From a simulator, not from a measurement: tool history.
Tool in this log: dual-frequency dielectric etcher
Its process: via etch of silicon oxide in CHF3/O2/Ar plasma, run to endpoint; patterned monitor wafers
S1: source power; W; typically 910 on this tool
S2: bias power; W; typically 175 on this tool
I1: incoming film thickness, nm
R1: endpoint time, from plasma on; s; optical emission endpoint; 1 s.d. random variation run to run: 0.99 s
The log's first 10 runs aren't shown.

run	hour	S1	S2	I1	R1
11	770.0	910	175	693.7	342.3
12	858.6	910	175	688.7	339.5
13	903.9	1050	175	689.4	318.7
14	960.1	1050	175	692.0	322.6
# hour 1024.8: wet clean of the chamber
15	1026.6	1050	207	688.9	299.4
# hour 1096.7: upper electrode replaced
16	1121.2	910	175	699.2	344.2
# hour 1202.9: source power generator calibrated
17	1222.3	910	175	684.0	335.3
18	1307.2	1120	175	689.9	307.8
19	1367.0	1130	133	697.1	343.1
20	1445.7	780	175	697.0	364.9
# hour 1474.1: wet clean of the chamber
21	1502.0	1110	175	699.8	313.5
# hour 1517.3: bias power generator calibrated
22	1571.5	790	202	691.3	332.4
23	1660.5	980	175	699.1	322.0
24	1747.0	910	175	698.5	333.0
25	1814.1	690	189	694.7	365.2
26	1857.3	840	132	697.0	387.0
27	1901.3	1080	164	689.3	316.4
# hour 1958.6: wet clean of the chamber
28	1959.1	910	175	698.1	334.4
29	1996.9	1020	145	689.7	339.2
30	2098.4	910	196	696.3	318.9
31	2162.3	710	194	695.1	356.9
32	2262.5	910	175	691.2	332.0

Consider 5 possible next runs. They are alternatives, not a sequence: every one starts from the tool as it was left by run 32. What does each give?
A	2263.0	910	175	692.0	?
B	2263.0	740	192	692.0	?
C	2263.0	700	175	692.0	?
D	2263.0	720	134	692.0	?
E	2263.0	1070	205	692.0	?

run	R1
A	331.6
B	350.1
C	373.1
D	411.1
E	290.0
With no hidden state in the tool, these same runs would have given:
run	R1
A	328.2
B	346.5
C	369.2
D	406.9
E	287.0

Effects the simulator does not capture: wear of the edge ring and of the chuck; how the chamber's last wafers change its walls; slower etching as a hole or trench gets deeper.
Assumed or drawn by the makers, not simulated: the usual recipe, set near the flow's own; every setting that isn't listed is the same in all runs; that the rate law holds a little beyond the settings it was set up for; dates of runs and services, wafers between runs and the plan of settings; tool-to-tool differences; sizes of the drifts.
